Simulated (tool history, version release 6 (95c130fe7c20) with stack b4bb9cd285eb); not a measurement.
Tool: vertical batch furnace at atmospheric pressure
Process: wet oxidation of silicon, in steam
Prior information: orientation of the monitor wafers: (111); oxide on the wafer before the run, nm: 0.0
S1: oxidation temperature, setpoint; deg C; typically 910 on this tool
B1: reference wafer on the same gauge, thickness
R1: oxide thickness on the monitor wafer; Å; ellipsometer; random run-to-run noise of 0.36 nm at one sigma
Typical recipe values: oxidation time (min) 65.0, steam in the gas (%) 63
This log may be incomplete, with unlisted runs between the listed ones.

Run 1, hour 0.0: usual settings; B1 161.00. Result: R1 1782.2 Å.
Run 2, hour 160.6: usual settings; B1 161.04. Result: R1 1790.7 Å.
Run 3, hour 220.2: usual settings; B1 161.04. Result: R1 1789.2 Å.
Run 4, hour 307.0: usual settings; B1 161.08. Result: R1 1789.7 Å.
Run 5, hour 343.5: usual settings; B1 160.93. Result: R1 1786.3 Å.
Run 6, hour 394.7: usual settings; B1 161.02. Result: R1 1785.8 Å.
Run 7, hour 444.0: usual settings; B1 160.97. Result: R1 1789.3 Å.
Run 8, hour 509.9: usual settings but S1 926 deg C; B1 161.02. Result: R1 2096.0 Å.
Run 9, hour 600.8: usual settings but S1 926 deg C; B1 161.08. Result: R1 2104.7 Å.
Run 10, hour 669.2: usual settings but S1 926 deg C; B1 161.00. Result: R1 2096.3 Å.
Run 11, hour 727.3: usual settings but S1 896 deg C, steam in the gas (%) 71; B1 160.99. Result: R1 1683.8 Å.
Run 12, hour 813.2: usual settings; B1 160.99. Result: R1 1791.3 Å.
Run 13, hour 933.4: usual settings; B1 161.06. Result: R1 1797.7 Å.
Run 14, hour 994.6: usual settings; B1 160.99. Result: R1 1802.2 Å.
At hour 1044.5: gauge calibrated.
Run 15, hour 1087.6: usual settings; B1 161.02. Result: R1 1803.6 Å.
Run 16, hour 1188.0: usual settings; B1 161.03. Result: R1 1799.7 Å.
Run 17, hour 1246.1: usual settings but oxidation time (min) 89.0, steam in the gas (%) 73; B1 161.01. Result: R1 2582.3 Å.
At hour 1312.8: thermocouples replaced and temperature profile calibrated.
Run 18, hour 1331.2: usual settings but oxidation time (min) 50.5, steam in the gas (%) 56; B1 160.97. Result: R1 1315.0 Å.
Run 19, hour 1368.0: usual settings but S1 926 deg C, steam in the gas (%) 54; B1 160.96. Result: R1 1844.9 Å.
Run 20, hour 1475.7: usual settings but S1 918 deg C, steam in the gas (%) 73; B1 161.08. Result: R1 2170.6 Å.
Run 21, hour 1527.1: usual settings but S1 889 deg C, oxidation time (min) 89.5, steam in the gas (%) 56; B1 161.02. Result: R1 1632.8 Å.
Run 22, hour 1604.7: usual settings but steam in the gas (%) 66; B1 160.92. Result: R1 1851.8 Å.
Run 23, hour 1687.4: usual settings but S1 930 deg C; B1 160.99. Result: R1 2157.9 Å.
Run 24, hour 1782.5: usual settings but S1 896 deg C, oxidation time (min) 84.5, steam in the gas (%) 51; B1 161.00. Result: R1 1568.9 Å.
At hour 1833.1: steam generator serviced.
Run 25, hour 1837.4: usual settings but S1 890 deg C, oxidation time (min) 47.5; B1 161.00. Result: R1 1069.2 Å.
Run 26, hour 1874.4: usual settings but S1 889 deg C, oxidation time (min) 91.5, steam in the gas (%) 71; B1 160.97. Result: R1 2049.0 Å.
Run 27, hour 1961.4: usual settings but S1 931 deg C, oxidation time (min) 37.0, steam in the gas (%) 55; B1 160.97. Result: R1 1258.3 Å.
Run 28, hour 2026.3: usual settings but S1 924 deg C, oxidation time (min) 38.5, steam in the gas (%) 74; B1 160.99. Result: R1 1546.3 Å.
Run 29, hour 2271.0: usual settings but S1 899 deg C, oxidation time (min) 50.5; B1 161.02. Result: R1 1284.2 Å.
Run 30, hour 2315.8: usual settings but S1 929 deg C; B1 161.02. Result: R1 2154.3 Å.
Run 31, hour 2352.6: usual settings but oxidation time (min) 50.5, steam in the gas (%) 56; B1 160.99. Result: R1 1326.6 Å.
Run 32, hour 2407.0: usual settings but S1 901 deg C, oxidation time (min) 84.0, steam in the gas (%) 71; B1 161.03. Result: R1 2204.6 Å.
Run 33, hour 2483.6: usual settings; B1 161.00. Result: R1 1808.9 Å.
Run 34, hour 2559.6: usual settings; B1 161.00. Result: R1 1804.3 Å.
Run 35, hour 2645.0: usual settings; B1 161.03. Result: R1 1806.6 Å.
At hour 2750.4: thermocouples replaced and temperature profile calibrated.
Run 36, hour 2750.9: usual settings but steam in the gas (%) 52; B1 161.05. Result: R1 1521.5 Å.
Run 37, hour 2969.9: usual settings but oxidation time (min) 39.0, steam in the gas (%) 53; B1 160.98. Result: R1 1000.1 Å.

How would selected steps in R1 from run to run divide? Give the signed amount a tool lacking its hidden state would still show from settings, what came in and random variation, and the signed amount left for the hidden state, including any gauge scatter that is not in both of the compared results.
Unlogged tool condition in this case: true tube temperature minus thermocouple reading, K; steam share off its setpoint, % of the setpoint; gauge reads high (%).
Run 17 -> 18: oxidation time (min) 89.0 -> 50.5, steam in the gas (%) 73 -> 56, thermocouples replaced and temperature profile calibrated. R1 -1267.3 Å: hidden state -27.2, all else -1240.1.
Run 25 -> 26: S1 890 -> 889, oxidation time (min) 47.5 -> 91.5, steam in the gas (%) 63 -> 71. R1 +979.8 Å: hidden state +9.0, all else +970.8.
Run 31 -> 32: S1 910 -> 901, oxidation time (min) 50.5 -> 84.0, steam in the gas (%) 56 -> 71. R1 +878.0 Å: hidden state +11.8, all else +866.2.
Run 35 -> 36: steam in the gas (%) 63 -> 52, thermocouples replaced and temperature profile calibrated. R1 -285.1 Å: hidden state -28.8, all else -256.3.
